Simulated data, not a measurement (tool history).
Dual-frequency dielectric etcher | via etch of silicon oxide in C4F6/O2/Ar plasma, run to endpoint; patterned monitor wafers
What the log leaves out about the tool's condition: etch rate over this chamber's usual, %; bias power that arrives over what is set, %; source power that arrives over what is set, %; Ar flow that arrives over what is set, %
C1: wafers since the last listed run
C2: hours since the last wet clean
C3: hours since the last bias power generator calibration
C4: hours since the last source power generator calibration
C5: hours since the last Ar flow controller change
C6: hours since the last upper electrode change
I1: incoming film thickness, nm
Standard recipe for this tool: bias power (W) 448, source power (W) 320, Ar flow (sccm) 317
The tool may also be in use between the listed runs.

run 1 hour=0 | bias_power_(W)=448 source_power_(W)=320 Ar_flow_(sccm)=317 | C1=0 C2=150.2 C3=3701.3 C4=2452.3 C5=4256.3 C6=5068.6 | I1=82.5 | endpoint_time_(s)=21.1
run 2 hour=31.6 | bias_power_(W)=448 source_power_(W)=320 Ar_flow_(sccm)=317 | C1=409 C2=181.8 C3=3732.9 C4=2483.9 C5=4287.9 C6=5100.2 | I1=82.1 | endpoint_time_(s)=21.1
run 3 hour=67.2 | bias_power_(W)=448 source_power_(W)=320 Ar_flow_(sccm)=317 | C1=461 C2=217.4 C3=3768.5 C4=2519.5 C5=4323.5 C6=5135.8 | I1=82.2 | endpoint_time_(s)=21.2
-- hour=232.6 upper electrode replaced
-- hour=246.4 wet clean of the chamber
-- hour=262.4 source power generator calibrated
run 4 hour=265.7 | bias_power_(W)=409 source_power_(W)=320 Ar_flow_(sccm)=271 | C1=2033 C2=19.3 C3=3967 C4=3.3 C5=4522 C6=33.1 | I1=83 | endpoint_time_(s)=22.5
run 5 hour=313.4 | bias_power_(W)=448 source_power_(W)=320 Ar_flow_(sccm)=317 | C1=618 C2=67 C3=4014.7 C4=51 C5=4569.7 C6=80.8 | I1=82.1 | endpoint_time_(s)=21.4
run 6 hour=362.2 | bias_power_(W)=448 source_power_(W)=320 Ar_flow_(sccm)=317 | C1=632 C2=115.8 C3=4063.5 C4=99.8 C5=4618.5 C6=129.6 | I1=82.5 | endpoint_time_(s)=21.6
run 7 hour=396.6 | bias_power_(W)=448 source_power_(W)=320 Ar_flow_(sccm)=317 | C1=446 C2=150.2 C3=4097.9 C4=134.2 C5=4652.9 C6=164 | I1=81.5 | endpoint_time_(s)=21
run 8 hour=464.5 | bias_power_(W)=448 source_power_(W)=320 Ar_flow_(sccm)=317 | C1=880 C2=218.1 C3=4165.8 C4=202.1 C5=4720.8 C6=231.9 | I1=82.5 | endpoint_time_(s)=21.4
run 9 hour=527.5 | bias_power_(W)=448 source_power_(W)=320 Ar_flow_(sccm)=317 | C1=817 C2=281.1 C3=4228.8 C4=265.1 C5=4783.8 C6=294.9 | I1=82.3 | endpoint_time_(s)=20.9
run 10 hour=566.6 | bias_power_(W)=448 source_power_(W)=320 Ar_flow_(sccm)=317 | C1=507 C2=320.2 C3=4267.9 C4=304.2 C5=4822.9 C6=334 | I1=81.9 | endpoint_time_(s)=20.9
run 11 hour=601.3 | bias_power_(W)=448 source_power_(W)=320 Ar_flow_(sccm)=262 | C1=450 C2=354.9 C3=4302.6 C4=338.9 C5=4857.6 C6=368.7 | I1=82 | endpoint_time_(s)=20.4
run 12 hour=646.3 | bias_power_(W)=360 source_power_(W)=290 Ar_flow_(sccm)=317 | C1=583 C2=399.9 C3=4347.6 C4=383.9 C5=4902.6 C6=413.7 | I1=81.9 | endpoint_time_(s)=23.3
run 13 hour=710.5 | bias_power_(W)=448 source_power_(W)=320 Ar_flow_(sccm)=317 | C1=832 C2=464.1 C3=4411.8 C4=448.1 C5=4966.8 C6=477.9 | I1=82.3 | endpoint_time_(s)=20.2
run 14 hour=743.3 | bias_power_(W)=479 source_power_(W)=320 Ar_flow_(sccm)=317 | C1=425 C2=496.9 C3=4444.6 C4=480.9 C5=4999.6 C6=510.7 | I1=81.4 | endpoint_time_(s)=19.8
-- hour=774.9 wet clean of the chamber
-- hour=780.7 bias power generator calibrated
run 15 hour=796.2 | bias_power_(W)=363 source_power_(W)=320 Ar_flow_(sccm)=285 | C1=322 C2=21.3 C3=15.5 C4=533.8 C5=5052.5 C6=563.6 | I1=82.1 | endpoint_time_(s)=22.9
run 16 hour=838 | bias_power_(W)=416 source_power_(W)=320 Ar_flow_(sccm)=290 | C1=542 C2=63.1 C3=57.3 C4=575.6 C5=5094.3 C6=605.4 | I1=82.6 | endpoint_time_(s)=21.8
run 17 hour=876.3 | bias_power_(W)=363 source_power_(W)=300 Ar_flow_(sccm)=382 | C1=496 C2=101.4 C3=95.6 C4=613.9 C5=5132.6 C6=643.7 | I1=82.1 | endpoint_time_(s)=23.7
run 18 hour=923.5 | bias_power_(W)=419 source_power_(W)=360 Ar_flow_(sccm)=263 | C1=612 C2=148.6 C3=142.8 C4=661.1 C5=5179.8 C6=690.9 | I1=81.4 | endpoint_time_(s)=20.2
run 19 hour=980.9 | bias_power_(W)=368 source_power_(W)=300 Ar_flow_(sccm)=317 | C1=744 C2=206 C3=200.2 C4=718.5 C5=5237.2 C6=748.3 | I1=81.7 | endpoint_time_(s)=23.2
run 20 hour=1021 | bias_power_(W)=374 source_power_(W)=300 Ar_flow_(sccm)=355 | C1=520 C2=246.1 C3=240.3 C4=758.6 C5=5277.3 C6=788.4 | I1=81.8 | endpoint_time_(s)=23.1
run 21 hour=1069 | bias_power_(W)=503 source_power_(W)=300 Ar_flow_(sccm)=317 | C1=622 C2=294.1 C3=288.3 C4=806.6 C5=5325.3 C6=836.4 | I1=81.8 | endpoint_time_(s)=20.3
-- hour=1096.1 Ar flow controller replaced
run 22 hour=1099.1 | bias_power_(W)=368 source_power_(W)=300 Ar_flow_(sccm)=317 | C1=312 C2=324.2 C3=318.4 C4=836.7 C5=3 C6=866.5 | I1=82.8 | endpoint_time_(s)=23.1
run 23 hour=1149.7 | bias_power_(W)=493 source_power_(W)=350 Ar_flow_(sccm)=276 | C1=656 C2=374.8 C3=369 C4=887.3 C5=53.6 C6=917.1 | I1=81.1 | endpoint_time_(s)=18.7
-- hour=1181.2 wet clean of the chamber
run 24 hour=1211.8 | bias_power_(W)=448 source_power_(W)=320 Ar_flow_(sccm)=317 | C1=494 C2=30.6 C3=431.1 C4=949.4 C5=115.7 C6=979.2 | I1=81.9 | endpoint_time_(s)=21.5
run 25 hour=1250.4 | bias_power_(W)=369 source_power_(W)=390 Ar_flow_(sccm)=247 | C1=500 C2=69.2 C3=469.7 C4=988 C5=154.3 C6=1017.8 | I1=82.7 | endpoint_time_(s)=21.2
run 26 hour=1321.7 | bias_power_(W)=517 source_power_(W)=390 Ar_flow_(sccm)=248 | C1=924 C2=140.5 C3=541 C4=1059.3 C5=225.6 C6=1089.1 | I1=81.4 | endpoint_time_(s)=18.3
run 27 hour=1383.4 | bias_power_(W)=523 source_power_(W)=350 Ar_flow_(sccm)=271 | C1=800 C2=202.2 C3=602.7 C4=1121 C5=287.3 C6=1150.8 | I1=82.4 | endpoint_time_(s)=19
run 28 hour=1413.4 | bias_power_(W)=516 source_power_(W)=250 Ar_flow_(sccm)=347 | C1=389 C2=232.2 C3=632.7 C4=1151 C5=317.3 C6=1180.8 | I1=82.3 | endpoint_time_(s)=22.2
run 29 hour=1483.3 | bias_power_(W)=448 source_power_(W)=320 Ar_flow_(sccm)=317 | C1=906 C2=302.1 C3=702.6 C4=1220.9 C5=387.2 C6=1250.7 | I1=82.1 | endpoint_time_(s)=21
run 30 hour=1546.3 | bias_power_(W)=374 source_power_(W)=390 Ar_flow_(sccm)=348 | C1=817 C2=365.1 C3=765.6 C4=1283.9 C5=450.2 C6=1313.7 | I1=82 | endpoint_time_(s)=20.5

What if the next run were any one of these 3? Each begins from the tool's condition after run 30:
run A hour=1546.7 | bias_power_(W)=448 source_power_(W)=320 Ar_flow_(sccm)=317 | C1=5 C2=365.5 C3=766 C4=1284.3 C5=450.6 C6=1314.1 | I1=82.6 | endpoint_time_(s)=?
run B hour=1546.7 | bias_power_(W)=385 source_power_(W)=320 Ar_flow_(sccm)=317 | C1=5 C2=365.5 C3=766 C4=1284.3 C5=450.6 C6=1314.1 | I1=82.6 | endpoint_time_(s)=?
run C hour=1546.7 | bias_power_(W)=388 source_power_(W)=320 Ar_flow_(sccm)=355 | C1=5 C2=365.5 C3=766 C4=1284.3 C5=450.6 C6=1314.1 | I1=82.6 | endpoint_time_(s)=?

run=A endpoint_time_(s)=20.8
run=B endpoint_time_(s)=22
run=C endpoint_time_(s)=22.1
Without the tool's hidden state the same runs would have given:
run=A endpoint_time_(s)=21.6
run=B endpoint_time_(s)=22.9
run=C endpoint_time_(s)=23
